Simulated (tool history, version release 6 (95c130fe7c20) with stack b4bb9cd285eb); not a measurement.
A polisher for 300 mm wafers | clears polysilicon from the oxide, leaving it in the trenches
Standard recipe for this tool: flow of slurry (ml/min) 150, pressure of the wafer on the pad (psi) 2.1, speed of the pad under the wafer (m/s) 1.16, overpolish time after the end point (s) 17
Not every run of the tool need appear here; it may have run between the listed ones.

run	hour	flow of slurry (ml/min)	pressure of the wafer on the pad (psi)	speed of the pad under the wafer (m/s)	overpolish time after the end point (s)	wafers since the last listed run	wafers polished on this pad	hours since the slurry nozzle was cleaned	hours since the head pressure was calibrated	incoming thickness of the incoming film, nm	time until the end point was called (s)	dishing of a wide line in a test structure (nm)
1	0.0	150	2.1	1.16	17	0	24	509.3	494.0	341.7	26.6	73.9
2	21.1	150	2.1	1.16	17	215	240	530.4	515.1	339.6	26.2	72.1
3	45.4	150	2.1	1.16	17	248	488	554.7	539.4	333.5	26.2	74.7
4	68.8	140	2.1	1.16	17	238	727	578.1	562.8	343.6	27.9	72.4
5	90.5	140	2.1	1.16	17	221	948	599.8	584.5	335.8	26.3	73.0
# hour 103.4: worn pad replaced by a new one
6	124.5	150	2.1	1.16	17	306	215	633.8	618.5	338.7	27.7	75.0
7	137.5	150	2.1	1.16	17	132	347	646.8	631.5	332.1	26.5	71.6
8	161.4	150	2.1	1.16	17	244	591	670.7	655.4	343.3	27.4	72.3
9	176.7	150	2.1	1.30	17	156	748	686.0	670.7	341.2	24.9	74.3
10	198.8	150	2.1	1.30	17	225	973	708.1	692.8	338.8	24.4	73.1
11	222.1	150	1.7	1.16	17	237	1211	731.4	716.1	333.4	33.2	68.3
# hour 231.0: slurry nozzle cleaned
# hour 240.8: worn pad replaced by a new one
12	246.3	150	2.1	1.16	17	196	56	15.3	740.3	340.6	25.4	75.2
13	268.5	150	2.1	1.16	17	226	282	37.5	762.5	341.9	25.4	72.9
14	301.2	150	2.1	1.16	17	333	616	70.2	795.2	342.6	25.7	74.7
# hour 321.8: head pressure recalibrated
15	326.2	150	2.1	1.16	17	234	851	95.2	4.4	344.8	26.0	73.6
16	349.5	150	2.1	1.16	10	237	1089	118.5	27.7	338.6	25.5	65.0
# hour 367.5: worn pad replaced by a new one
17	384.7	135	2.7	1.28	10	318	175	153.7	62.9	342.9	18.9	69.3
18	398.0	175	1.9	0.82	8	135	311	167.0	76.2	339.8	39.4	46.4
19	417.1	150	2.7	0.78	21	195	506	186.1	95.3	339.8	30.0	75.1
20	430.1	150	2.1	1.30	17	132	639	199.1	108.3	344.6	23.0	74.5
21	462.2	150	2.1	1.16	20	327	966	231.2	140.4	342.7	25.8	74.8
# hour 485.7: worn pad replaced by a new one
22	486.2	150	2.1	1.32	14	204	4	255.2	164.4	339.8	23.3	71.7
23	501.8	150	2.1	1.16	17	159	163	270.8	180.0	341.2	26.2	74.5
24	519.3	150	2.1	1.16	17	178	342	288.3	197.5	334.5	25.8	74.4
25	537.9	150	1.8	1.16	17	189	532	306.9	216.1	336.4	29.9	71.0
26	553.1	125	2.1	1.16	17	155	687	322.1	231.3	339.5	27.0	73.6
27	585.3	150	2.1	1.56	17	328	1016	354.3	263.5	340.1	20.4	76.0
# hour 597.5: worn pad replaced by a new one
28	610.9	130	2.3	0.92	22	220	136	379.9	289.1	341.4	32.5	74.1

Hidden state or all else? Some run-to-run changes of time until the end point was called (s), split into what the settings, what came in and random variation would give without the hidden state, and what is left for the hidden state (with any gauge scatter that isn't in both results):
Hidden state present: removal rate lost through wear of the pad, %; slurry flow missing at the pad, %; deviation of the head's pressure from its setpoint, %.
Run 10 -> 11: pressure of the wafer on the pad (psi) 2.1 -> 1.7, speed of the pad under the wafer (m/s) 1.30 -> 1.16. time until the end point was called (s) +8.8: hidden state +1.0, all else +7.8.
Run 11 -> 12: pressure of the wafer on the pad (psi) 1.7 -> 2.1, slurry nozzle cleaned, worn pad replaced by a new one. time until the end point was called (s) -7.8: hidden state -2.9, all else -4.9.
Run 17 -> 18: flow of slurry (ml/min) 135 -> 175, pressure of the wafer on the pad (psi) 2.7 -> 1.9, speed of the pad under the wafer (m/s) 1.28 -> 0.82, overpolish time after the end point (s) 10 -> 8. time until the end point was called (s) +20.5: hidden state +0.3, all else +20.2.
Run 27 -> 28: flow of slurry (ml/min) 150 -> 130, pressure of the wafer on the pad (psi) 2.1 -> 2.3, speed of the pad under the wafer (m/s) 1.56 -> 0.92, overpolish time after the end point (s) 17 -> 22, worn pad replaced by a new one. time until the end point was called (s) +12.1: hidden state +1.0, all else +11.1.

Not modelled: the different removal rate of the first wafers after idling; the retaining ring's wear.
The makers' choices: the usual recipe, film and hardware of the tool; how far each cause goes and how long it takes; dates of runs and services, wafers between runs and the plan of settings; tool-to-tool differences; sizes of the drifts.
